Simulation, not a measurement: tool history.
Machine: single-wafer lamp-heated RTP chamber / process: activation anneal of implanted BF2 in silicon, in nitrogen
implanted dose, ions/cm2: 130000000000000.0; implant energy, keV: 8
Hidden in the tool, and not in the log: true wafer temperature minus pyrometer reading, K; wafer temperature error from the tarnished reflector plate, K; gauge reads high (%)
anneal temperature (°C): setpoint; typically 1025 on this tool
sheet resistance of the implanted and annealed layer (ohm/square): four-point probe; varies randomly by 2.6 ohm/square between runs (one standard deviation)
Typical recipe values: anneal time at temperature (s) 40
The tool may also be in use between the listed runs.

run	day	anneal temperature (°C)	anneal time at temperature (s)	wafers since the last listed run	wafers since the last pyrometer calibration	wafers since the reflector plate was cleaned	hours since the gauge calibration	read-back reference wafer on the same gauge, sheet resistance	sheet resistance of the implanted and annealed layer (ohm/square)
1	0	1025	40	0	6842	24	944.8	929.83	893.34
2	2.925	1045	51	1181	8024	1206	1015	930.72	855.4
# day 4.688: pyrometer window cleaned and pyrometer calibrated
3	4.846	1025	40	641	64	1848	1061.1	929.68	898.33
# day 5.367: gauge calibrated
4	7.079	1025	40	902	966	2750	41.1	928.78	895.35
5	9.088	1025	40	811	1778	3562	89.3	930.87	892.63
6	11.558	1049	40	998	2776	4560	148.6	930.96	874.37
7	13.379	1049	40	735	3512	5296	192.3	928.71	868.52
8	14.488	1025	40	447	3959	5744	218.9	929.92	892.88
9	16.038	1025	40	626	4586	6370	256.1	930.22	893.8
10	18.725	1025	40	1085	5672	7456	320.6	930.18	892.82
11	21.292	1025	40	1037	6709	8493	382.2	930.79	890.39
12	23.246	1025	40	789	7498	9282	429.1	929.6	889.72
13	25.512	1025	40	915	8414	10198	483.5	929.25	882.82
14	26.946	1025	40	579	8993	10777	517.9	929.83	884.91
# day 28.912: pyrometer window cleaned and pyrometer calibrated
15	28.933	1025	40	668	9	11446	565.6	930.18	899.12
# day 29.433: reflector plate cleaned
16	29.729	1025	40	186	196	119	584.7	930.38	897.37
17	32.025	1013	40	927	1123	1047	639.8	930.94	909.31
18	33.133	1015	25	447	1571	1495	666.4	929.13	923.22
19	34.421	1016	32	520	2091	2015	697.3	930.05	919.22
20	36.3	1036	55	759	2851	2774	742.4	931.62	867.57
21	39.275	1043	17	1202	4053	3976	813.8	929.37	922.01
22	41.862	1007	58	1045	5098	5022	875.9	929.1	889.45
23	44.112	1004	25	909	6007	5931	929.9	930.47	920.36
24	46.567	1044	62	991	6999	6923	988.8	930.51	845.24
# day 50.883: pyrometer window cleaned and pyrometer calibrated
25	52.246	1025	40	2160	551	9083	1125.1	931.07	895.38
# day 52.975: reflector plate cleaned
# day 53.529: gauge calibrated
26	55.2	1034	24	1058	1610	898	40.1	930.61	908.13
27	58.112	1046	19	1176	2787	2075	110	930.36	911.99
28	59.312	1025	40	484	3272	2559	138.8	930.23	895.17
29	62.079	1050	50	1117	4389	3677	205.2	930.14	855
30	64.654	1025	40	1040	5430	4718	267	929.53	887.06
31	65.883	996	25	496	5927	5214	296.5	929.85	924.88
# day 70.971: pyrometer window cleaned and pyrometer calibrated
32	71.629	1002	52	2186	265	7401	434.4	930.39	903.12

What will run 33 give?
33	73.442	1048	18	732	997	8134	477.9	?	?

read-back reference wafer on the same gauge, sheet resistance: 928.92
sheet resistance of the implanted and annealed layer (ohm/square): 915.06
Had the tool carried no hidden state, the very same run would have given sheet resistance of the implanted and annealed layer (ohm/square) 916.14.

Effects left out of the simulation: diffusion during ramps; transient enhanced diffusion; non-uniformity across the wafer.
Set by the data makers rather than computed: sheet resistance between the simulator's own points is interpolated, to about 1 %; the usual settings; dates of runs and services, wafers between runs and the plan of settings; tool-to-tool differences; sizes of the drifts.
